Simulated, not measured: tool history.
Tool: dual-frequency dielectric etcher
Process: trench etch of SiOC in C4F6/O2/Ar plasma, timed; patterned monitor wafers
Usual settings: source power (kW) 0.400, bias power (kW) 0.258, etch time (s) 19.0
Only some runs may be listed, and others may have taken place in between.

run   hour  source power (kW)  bias power (kW)  etch time (s)  wafers since the last listed run  hours since the last wet clean  hours since the last source power generator calibration  hours since the last bias power generator calibration  hours since the last upper electrode change  hours since the gauge calibration  read-back reference wafer on the same gauge, depth_nm  mean etch depth across the wafer (Å)
  1    0.0              0.400            0.258           19.0                                 0                           360.1                                                   3882.7                                                 1753.5                                       3344.7                               46.0                                                  42.54                                 412.6
  2    6.3              0.400            0.258           19.0                               112                           366.4                                                   3889.0                                                 1759.8                                       3351.0                               52.3                                                  42.58                                 413.6
  3   21.8              0.400            0.258           19.0                               277                           381.9                                                   3904.5                                                 1775.3                                       3366.5                               67.8                                                  42.48                                 417.4
  4   38.3              0.400            0.258           15.0                               295                           398.4                                                   3921.0                                                 1791.8                                       3383.0                               84.3                                                  42.46                                 328.9
  5   52.5              0.400            0.258           19.0                               253                           412.6                                                   3935.2                                                 1806.0                                       3397.2                               98.5                                                  42.52                                 415.6
      85.1  -- upper electrode replaced
  6   85.6              0.400            0.258           19.0                               162                           445.7                                                   3968.3                                                 1839.1                                          0.5                              131.6                                                  42.51                                 417.7
  7   85.9              0.400            0.258           19.0                                 5                           446.0                                                   3968.6                                                 1839.4                                          0.8                              131.9                                                  42.54                                 417.6
  8   91.4              0.400            0.258           19.0                                98                           451.5                                                   3974.1                                                 1844.9                                          6.3                              137.4                                                  42.50                                 419.1
  9   99.9              0.400            0.258           19.0                               152                           460.0                                                   3982.6                                                 1853.4                                         14.8                              145.9                                                  42.49                                 416.7
     102.2  -- gauge calibrated
 10  108.5              0.400            0.258           19.0                               153                           468.6                                                   3991.2                                                 1862.0                                         23.4                                6.3                                                  42.49                                 418.1
 11  115.6              0.350            0.291           16.5                               126                           475.7                                                   3998.3                                                 1869.1                                         30.5                               13.4                                                  42.55                                 359.0
 12  126.2              0.400            0.258           19.0                               189                           486.3                                                   4008.9                                                 1879.7                                         41.1                               24.0                                                  42.52                                 421.4
     138.5  -- source power generator calibrated
     138.5  -- bias power generator calibrated
 13  139.4              0.360            0.258           16.5                               163                           499.5                                                      0.9                                                    0.9                                         54.3                               37.2                                                  42.46                                 347.3
 14  147.2              0.350            0.308           23.0                               139                           507.3                                                      8.7                                                    8.7                                         62.1                               45.0                                                  42.48                                 511.9
     178.6  -- wet clean of the chamber
 15  179.1              0.460            0.305           22.0                               141                             0.5                                                     40.6                                                   40.6                                         94.0                               76.9                                                  42.52                                 525.1
 16  179.7              0.400            0.258           19.0                                10                             1.1                                                     41.2                                                   41.2                                         94.6                               77.5                                                  42.50                                 398.6
 17  186.8              0.350            0.258           14.5                               126                             8.2                                                     48.3                                                   48.3                                        101.7                               84.6                                                  42.45                                 284.8
 18  199.1              0.400            0.212           21.5                               219                            20.5                                                     60.6                                                   60.6                                        114.0                               96.9                                                  42.53                                 421.3
 19  205.3              0.400            0.227           19.0                               110                            26.7                                                     66.8                                                   66.8                                        120.2                              103.1                                                  42.48                                 384.6
 20  223.3              0.300            0.258           17.5                               321                            44.7                                                     84.8                                                   84.8                                        138.2                              121.1                                                  42.51                                 321.6
 21  239.0              0.450            0.195           14.5                               280                            60.4                                                    100.5                                                  100.5                                        153.9                              136.8                                                  42.51                                 290.9

Forecast each of these 4 alternatives for the next run:
  A  239.4              0.440            0.258           19.0                                 7                            60.8                                                    100.9                                                  100.9                                        154.3                              137.2                                                      ?                                     ?
  B  239.4              0.450            0.295           15.5                                 7                            60.8                                                    100.9                                                  100.9                                        154.3                              137.2                                                      ?                                     ?
  C  239.4              0.300            0.229           23.0                                 7                            60.8                                                    100.9                                                  100.9                                        154.3                              137.2                                                      ?                                     ?
  D  239.4              0.400            0.301           19.0                                 7                            60.8                                                    100.9                                                  100.9                                        154.3                              137.2                                                      ?                                     ?

run  read-back reference wafer on the same gauge, depth_nm  mean etch depth across the wafer (Å)
  A                                                  42.48                                 417.0
  B                                                  42.48                                 361.2
  C                                                  42.48                                 400.2
  D                                                  42.48                                 422.4
Had the tool no hidden state, the same runs would have come out as:
run  mean etch depth across the wafer (Å)
  A                                 415.9
  B                                 360.3
  C                                 399.2
  D                                 421.3

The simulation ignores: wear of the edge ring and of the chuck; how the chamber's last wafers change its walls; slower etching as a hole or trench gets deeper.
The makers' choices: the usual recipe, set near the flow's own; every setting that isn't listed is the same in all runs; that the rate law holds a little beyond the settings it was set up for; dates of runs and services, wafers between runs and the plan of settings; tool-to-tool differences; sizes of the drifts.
